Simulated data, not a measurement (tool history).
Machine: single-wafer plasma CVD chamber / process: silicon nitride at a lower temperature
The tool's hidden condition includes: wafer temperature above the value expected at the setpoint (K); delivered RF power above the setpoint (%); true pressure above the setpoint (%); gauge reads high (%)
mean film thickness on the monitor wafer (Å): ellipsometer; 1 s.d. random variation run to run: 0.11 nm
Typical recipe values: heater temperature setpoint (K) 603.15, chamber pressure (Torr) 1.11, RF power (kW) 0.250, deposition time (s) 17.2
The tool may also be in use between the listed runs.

| run | day | heater temperature setpoint (K) | chamber pressure (Torr) | RF power (kW) | deposition time (s) | wafers since the last listed run | hours since the last thermocouple change | hours since the last RF generator calibration | hours since the last manometer calibration | hours since the showerhead was replaced | hours since the gauge calibration | read-back reference wafer on the same gauge, thickness_nm | mean film thickness on the monitor wafer (Å) |
|---|---|---|---|---|---|---|---|---|---|---|---|---|---|
| 1 | 0.000 | 594.15 | 1.11 | 0.250 | 17.2 | 0 | 1424.8 | 722.8 | 2111.1 | 2256.0 | 592.9 | 15.093 | 170.83 |
| 2 | 1.538 | 594.15 | 1.11 | 0.250 | 17.2 | 714 | 1461.7 | 759.7 | 2148.0 | 2292.9 | 629.8 | 15.123 | 166.98 |
|  | 2.442 | RF generator calibrated |
| 3 | 4.325 | 603.15 | 1.11 | 0.280 | 19.4 | 1141 | 1528.6 | 45.2 | 2214.9 | 2359.8 | 696.7 | 15.095 | 218.35 |
| 4 | 6.158 | 603.15 | 1.11 | 0.280 | 19.4 | 852 | 1572.6 | 89.2 | 2258.9 | 2403.8 | 740.7 | 15.098 | 216.51 |
| 5 | 9.212 | 614.15 | 1.11 | 0.250 | 17.2 | 1420 | 1645.9 | 162.5 | 2332.2 | 2477.1 | 814.0 | 15.092 | 174.56 |
| 6 | 11.225 | 616.15 | 1.11 | 0.275 | 17.2 | 935 | 1694.2 | 210.8 | 2380.5 | 2525.4 | 862.3 | 15.089 | 189.86 |
| 7 | 13.296 | 603.15 | 1.11 | 0.300 | 15.4 | 962 | 1743.9 | 260.5 | 2430.2 | 2575.1 | 912.0 | 15.129 | 178.60 |
|  | 14.688 | showerhead replaced |
| 8 | 15.671 | 603.15 | 1.11 | 0.250 | 17.2 | 949 | 1800.9 | 317.5 | 2487.2 | 23.6 | 969.0 | 15.096 | 173.49 |
| 9 | 18.079 | 603.15 | 1.11 | 0.250 | 17.2 | 1119 | 1858.7 | 375.3 | 2545.0 | 81.4 | 1026.8 | 15.094 | 173.06 |
| 10 | 20.217 | 603.15 | 1.11 | 0.250 | 17.2 | 993 | 1910.0 | 426.6 | 2596.3 | 132.7 | 1078.1 | 15.100 | 171.95 |
| 11 | 21.871 | 610.15 | 1.11 | 0.285 | 17.2 | 769 | 1949.7 | 466.3 | 2636.0 | 172.4 | 1117.8 | 15.116 | 189.25 |
| 12 | 23.517 | 603.15 | 0.92 | 0.285 | 17.2 | 765 | 1989.2 | 505.8 | 2675.5 | 211.9 | 1157.3 | 15.066 | 182.08 |
|  | 26.167 | thermocouple changed; heater temperature recalibrated |
| 13 | 26.508 | 603.15 | 1.11 | 0.250 | 17.2 | 1236 | 8.2 | 577.6 | 2747.3 | 283.7 | 1229.1 | 15.091 | 169.60 |
| 14 | 29.442 | 603.15 | 0.94 | 0.250 | 19.9 | 1364 | 78.6 | 648.0 | 2817.7 | 354.1 | 1299.5 | 15.127 | 187.41 |
| 15 | 32.233 | 589.15 | 1.11 | 0.250 | 19.3 | 1298 | 145.6 | 715.0 | 2884.7 | 421.1 | 1366.5 | 15.119 | 188.94 |

What will run 16 give?
| 16 | 34.433 | 603.15 | 1.11 | 0.250 | 17.2 | 1023 | 198.4 | 767.8 | 2937.5 | 473.9 | 1419.3 | ? | ? |

read-back reference wafer on the same gauge, thickness_nm: 15.102
mean film thickness on the monitor wafer (Å): 167.58
On a tool with no hidden condition, and with the same random variation, this run would have come out at mean film thickness on the monitor wafer (Å) 178.19.
